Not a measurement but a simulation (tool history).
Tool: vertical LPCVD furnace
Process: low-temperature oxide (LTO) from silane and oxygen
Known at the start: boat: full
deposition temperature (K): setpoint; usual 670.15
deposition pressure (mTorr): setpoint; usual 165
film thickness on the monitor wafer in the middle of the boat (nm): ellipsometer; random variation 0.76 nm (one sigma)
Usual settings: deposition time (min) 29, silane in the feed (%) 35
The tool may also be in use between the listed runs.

run	hour	deposition temperature (K)	deposition pressure (mTorr)	deposition time (min)	silane in the feed (%)	wafers since the last listed run	hours since the last temperature calibration	hours since the pressure gauge was zeroed	hours since the silane flow controller was replaced	hours since the gauge calibration	read-back reference wafer on the same gauge, thickness	film thickness on the monitor wafer in the middle of the boat (nm)
1	0	670.15	165	29	35	0	2967.2	3683.1	3081.1	2542.9	158.98	142.99
2	51.8	670.15	165	29	35	595	3019	3734.9	3132.9	2594.7	159.03	143.51
3	100.3	670.15	165	29	35	557	3067.5	3783.4	3181.4	2643.2	159.29	144.57
4	200	670.15	165	29	35	1146	3167.2	3883.1	3281.1	2742.9	159.29	144
5	247.1	670.15	165	29	35	541	3214.3	3930.2	3328.2	2790	159.07	143.64
6	344.5	670.15	180	29	35	1119	3311.7	4027.6	3425.6	2887.4	159.12	156.26
7	444.2	670.15	180	29	35	1146	3411.4	4127.3	3525.3	2987.1	158.97	156.26
# hour 452.1: gauge calibrated
8	489.7	670.15	165	29	35	523	3456.9	4172.8	3570.8	37.6	158.99	143.04
9	533.3	670.15	165	29	35	501	3500.5	4216.4	3614.4	81.2	159.28	142.73
10	571.9	670.15	165	29	35	443	3539.1	4255	3653	119.8	158.86	143.56
11	623.3	670.15	165	29	35	590	3590.5	4306.4	3704.4	171.2	159.03	141.76
# hour 733.3: pressure gauge zeroed
12	733.8	670.15	165	29	35	994	3701	0.5	3814.9	281.7	158.9	149.41
13	804.8	679.15	200	19	39	816	3772	71.5	3885.9	352.7	158.9	151.46
14	870	667.15	185	29	35	749	3837.2	136.7	3951.1	417.9	159.01	162.25
15	950.6	670.15	165	29	35	926	3917.8	217.3	4031.7	498.5	159.11	150.88
16	1022.7	670.15	135	33	35	828	3989.9	289.4	4103.8	570.6	159.01	138.7
# hour 1060.9: thermocouples replaced and temperature profile calibrated
17	1124.7	677.15	165	29	35	896	63.8	391.4	4205.8	672.6	158.99	162.34
18	1225.8	667.15	165	22	35	1162	164.9	492.5	4306.9	773.7	159.1	109.08
19	1327.8	670.15	155	35.5	30	1172	266.9	594.5	4408.9	875.7	159.05	138.39
20	1378	670.15	175	29	31	577	317.1	644.7	4459.1	925.9	159.03	133.18
21	1621.5	663.15	165	29	38	2799	560.6	888.2	4702.6	1169.4	158.98	153.36
22	1728.1	662.15	135	29	37	1225	667.2	994.8	4809.2	1276	158.96	120.83
# hour 1812.6: silane flow controller replaced
23	1813.1	680.15	130	17.5	30	701	752.2	1079.8	0.5	1361	158.79	64.53
24	1891.1	670.15	165	29	35	896	830.2	1157.8	78.5	1439	158.86	149.39
25	1997.3	670.15	180	29	35	1220	936.4	1264	184.7	1545.2	158.91	162.68
26	2042.8	670.15	130	32	32	523	981.9	1309.5	230.2	1590.7	159.24	113.98
27	2362.3	670.15	165	29	41	3672	1301.4	1629	549.7	1910.2	159.14	181.62
28	2467.7	670.15	165	29	35	1211	1406.8	1734.4	655.1	2015.6	159.05	148.42
29	2528.7	666.15	165	20.5	30	701	1467.8	1795.4	716.1	2076.6	159	80.43
30	2570.6	670.15	200	23	35	481	1509.7	1837.3	758	2118.5	158.92	142.67
31	2610.9	670.15	165	29	35	463	1550	1877.6	798.3	2158.8	159.03	150.03

4 ways to go on from here, each from the tool as it stands after run 31. What would each give?
A	2614.6	670.15	165	29	35	42	1553.7	1881.3	802	2162.5	?	?
B	2614.6	682.15	165	29	35	42	1553.7	1881.3	802	2162.5	?	?
C	2614.6	666.15	165	29	30	42	1553.7	1881.3	802	2162.5	?	?
D	2614.6	670.15	165	33	35	42	1553.7	1881.3	802	2162.5	?	?

run	read-back reference wafer on the same gauge, thickness	film thickness on the monitor wafer in the middle of the boat (nm)
A	158.82	148.34
B	158.82	169.94
C	158.82	113.7
D	158.82	168.8
Without the tool's hidden state the same runs would have given:
run	film thickness on the monitor wafer in the middle of the boat (nm)
A	148.77
B	170.43
C	114.02
D	169.29

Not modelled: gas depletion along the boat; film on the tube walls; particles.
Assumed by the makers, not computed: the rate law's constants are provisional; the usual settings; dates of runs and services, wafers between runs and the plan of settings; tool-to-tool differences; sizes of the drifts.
